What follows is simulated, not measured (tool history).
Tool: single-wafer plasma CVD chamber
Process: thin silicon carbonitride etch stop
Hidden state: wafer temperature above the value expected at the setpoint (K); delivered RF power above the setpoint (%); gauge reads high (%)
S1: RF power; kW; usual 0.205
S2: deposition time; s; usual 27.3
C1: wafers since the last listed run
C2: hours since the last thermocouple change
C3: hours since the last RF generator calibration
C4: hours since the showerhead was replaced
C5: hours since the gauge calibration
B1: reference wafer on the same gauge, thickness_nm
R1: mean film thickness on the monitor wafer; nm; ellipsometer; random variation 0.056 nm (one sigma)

run,hour,S1,S2,C1,C2,C3,C4,C5,B1,R1
1,0,0.24,27.3,0,1375.7,541.7,5648.9,357.1,17.906,17.272
2,65.2,0.24,27.3,1368,1440.9,606.9,5714.1,422.3,17.902,17.21
3,110,0.24,27.3,940,1485.7,651.7,5758.9,467.1,17.902,17.161
4,149.4,0.205,27.3,827,1525.1,691.1,5798.3,506.5,17.892,16.179
5,181.8,0.205,27.3,680,1557.5,723.5,5830.7,538.9,17.905,16.145
6,237.8,0.205,27.3,1175,1613.5,779.5,5886.7,594.9,17.908,16.14
7,271.1,0.205,27.3,699,1646.8,812.8,5920,628.2,17.898,16.112
# hour 317.5: thermocouple changed; heater temperature recalibrated
8,318,0.205,27.3,816,0.5,859.7,5966.9,675.1,17.896,16.104
9,339.7,0.205,27.3,455,22.2,881.4,5988.6,696.8,17.904,16.09
10,410.6,0.23,28.9,1488,93.1,952.3,6059.5,767.7,17.913,17.778
# hour 416: gauge calibrated
11,457.9,0.175,30.1,993,140.4,999.6,6106.8,41.9,17.895,16.764

The next listed run, before its measurement:
12,484.6,0.175,21.9,560,167.1,1026.3,6133.5,68.6,?,?

Run 12 gave B1 17.896, R1 12.18 nm.
Without the tool's hidden state the same run would have given R1 12.564 nm.
